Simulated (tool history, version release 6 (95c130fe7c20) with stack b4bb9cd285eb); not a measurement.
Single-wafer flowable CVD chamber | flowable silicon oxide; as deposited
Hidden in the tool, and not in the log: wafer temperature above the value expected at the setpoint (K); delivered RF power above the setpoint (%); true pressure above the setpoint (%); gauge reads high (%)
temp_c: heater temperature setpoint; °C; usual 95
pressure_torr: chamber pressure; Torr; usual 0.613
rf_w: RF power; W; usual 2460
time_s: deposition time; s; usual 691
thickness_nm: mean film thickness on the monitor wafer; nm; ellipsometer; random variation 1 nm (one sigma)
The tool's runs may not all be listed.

| run | hour | temp_c | pressure_torr | rf_w | time_s | wafers since the last listed run | hours since the last thermocouple change | hours since the last RF generator calibration | hours since the last manometer calibration | hours since the showerhead was replaced | hours since the gauge calibration | read-back reference wafer on the same gauge, thickness_nm | thickness_nm |
|---|---|---|---|---|---|---|---|---|---|---|---|---|---|
| 1 | 0 | 95 | 0.501 | 2460 | 691 | 0 | 1452.9 | 871.7 | 3043.2 | 5023.9 | 2389.8 | 283.877 | 252.955 |
| 2 | 54.3 | 90 | 0.613 | 2460 | 691 | 143 | 1507.2 | 926 | 3097.5 | 5078.2 | 2444.1 | 283.913 | 354.87 |
|  | 136.2 | capacitance manometer re-zeroed and calibrated |
| 3 | 136.7 | 95 | 0.613 | 2460 | 691 | 197 | 1589.6 | 1008.4 | 0.5 | 5160.6 | 2526.5 | 284.206 | 321.669 |
| 4 | 231.7 | 95 | 0.613 | 2460 | 691 | 251 | 1684.6 | 1103.4 | 95.5 | 5255.6 | 2621.5 | 284.185 | 322.027 |
| 5 | 291.2 | 95 | 0.613 | 2460 | 691 | 157 | 1744.1 | 1162.9 | 155 | 5315.1 | 2681 | 283.947 | 320.797 |
| 6 | 393.4 | 95 | 0.613 | 2460 | 691 | 270 | 1846.3 | 1265.1 | 257.2 | 5417.3 | 2783.2 | 283.866 | 318.674 |
| 7 | 440.9 | 82 | 0.695 | 2635 | 691 | 125 | 1893.8 | 1312.6 | 304.7 | 5464.8 | 2830.7 | 284.105 | 524.577 |
| 8 | 505.3 | 95 | 0.613 | 2460 | 691 | 170 | 1958.2 | 1377 | 369.1 | 5529.2 | 2895.1 | 283.899 | 320.502 |
| 9 | 563.9 | 95 | 0.573 | 2460 | 759 | 155 | 2016.8 | 1435.6 | 427.7 | 5587.8 | 2953.7 | 283.919 | 328.999 |
| 10 | 660.5 | 89 | 0.695 | 2880 | 691 | 256 | 2113.4 | 1532.2 | 524.3 | 5684.4 | 3050.3 | 284.092 | 440.4 |
| 11 | 841.9 | 102 | 0.474 | 2090 | 691 | 480 | 2294.8 | 1713.6 | 705.7 | 5865.8 | 3231.7 | 284.284 | 194.429 |
| 12 | 886.6 | 108 | 0.741 | 2460 | 691 | 118 | 2339.5 | 1758.3 | 750.4 | 5910.5 | 3276.4 | 283.719 | 263.851 |
|  | 934.8 | showerhead replaced |
| 13 | 958.2 | 84 | 0.613 | 2460 | 761 | 168 | 2411.1 | 1829.9 | 822 | 23.4 | 3348 | 283.829 | 474.786 |
| 14 | 1056.3 | 95 | 0.471 | 2105 | 740 | 260 | 2509.2 | 1928 | 920.1 | 121.5 | 3446.1 | 283.928 | 254.074 |
| 15 | 1159.6 | 90 | 0.613 | 2335 | 814 | 273 | 2612.5 | 2031.3 | 1023.4 | 224.8 | 3549.4 | 284.019 | 427.169 |
| 16 | 1225.2 | 95 | 0.613 | 2060 | 691 | 173 | 2678.1 | 2096.9 | 1089 | 290.4 | 3615 | 283.931 | 304.074 |
| 17 | 1270.3 | 89 | 0.679 | 2180 | 746 | 119 | 2723.2 | 2142 | 1134.1 | 335.5 | 3660.1 | 283.87 | 438.895 |
|  | 1293.6 | gauge calibrated |
|  | 1310 | RF generator calibrated |
| 18 | 1370.6 | 95 | 0.694 | 2460 | 691 | 244 | 2823.5 | 60.6 | 1234.4 | 435.8 | 77 | 284.112 | 358.545 |
|  | 1436.2 | thermocouple changed; heater temperature recalibrated |
| 19 | 1447 | 95 | 0.613 | 2460 | 691 | 181 | 10.8 | 137 | 1310.8 | 512.2 | 153.4 | 283.944 | 314.945 |
| 20 | 1536.4 | 107 | 0.516 | 2175 | 691 | 236 | 100.2 | 226.4 | 1400.2 | 601.6 | 242.8 | 284.185 | 183.692 |
| 21 | 1633.4 | 95 | 0.468 | 2460 | 793 | 257 | 197.2 | 323.4 | 1497.2 | 698.6 | 339.8 | 284.016 | 276.603 |
| 22 | 1730.2 | 101 | 0.613 | 2460 | 770 | 256 | 294 | 420.2 | 1594 | 795.4 | 436.6 | 283.474 | 295.288 |
| 23 | 1785 | 108 | 0.686 | 2935 | 569 | 145 | 348.8 | 475 | 1648.8 | 850.2 | 491.4 | 284.044 | 202.709 |
| 24 | 1869.6 | 106 | 0.525 | 2190 | 643 | 224 | 433.4 | 559.6 | 1733.4 | 934.8 | 576 | 283.763 | 177.656 |
| 25 | 1962 | 95 | 0.613 | 2805 | 691 | 244 | 525.8 | 652 | 1825.8 | 1027.2 | 668.4 | 283.918 | 318.828 |
| 26 | 2059.3 | 95 | 0.486 | 2035 | 783 | 257 | 623.1 | 749.3 | 1923.1 | 1124.5 | 765.7 | 283.67 | 271.054 |
| 27 | 2122.5 | 95 | 0.613 | 2460 | 691 | 167 | 686.3 | 812.5 | 1986.3 | 1187.7 | 828.9 | 284.181 | 310.988 |
| 28 | 2173 | 86 | 0.613 | 2905 | 691 | 133 | 736.8 | 863 | 2036.8 | 1238.2 | 879.4 | 284.19 | 412.015 |

4 ways to go on from here, each from the tool as it stands after run 28. What would each give?
| A | 2173.6 | 95 | 0.553 | 2460 | 691 | 1 | 737.4 | 863.6 | 2037.4 | 1238.8 | 880 | ? | ? |
| B | 2173.6 | 95 | 0.613 | 2595 | 761 | 1 | 737.4 | 863.6 | 2037.4 | 1238.8 | 880 | ? | ? |
| C | 2173.6 | 95 | 0.764 | 2460 | 691 | 1 | 737.4 | 863.6 | 2037.4 | 1238.8 | 880 | ? | ? |
| D | 2173.6 | 95 | 0.613 | 2460 | 582 | 1 | 737.4 | 863.6 | 2037.4 | 1238.8 | 880 | ? | ? |

| run | read-back reference wafer on the same gauge, thickness_nm | thickness_nm |
|---|---|---|
| A | 283.992 | 281.051 |
| B | 283.992 | 346.26 |
| C | 283.992 | 389.502 |
| D | 283.992 | 262.423 |
Without the tool's hidden state the same runs would have given:
| run | thickness_nm |
|---|---|
| A | 288.923 |
| B | 355.958 |
| C | 400.009 |
| D | 269.773 |
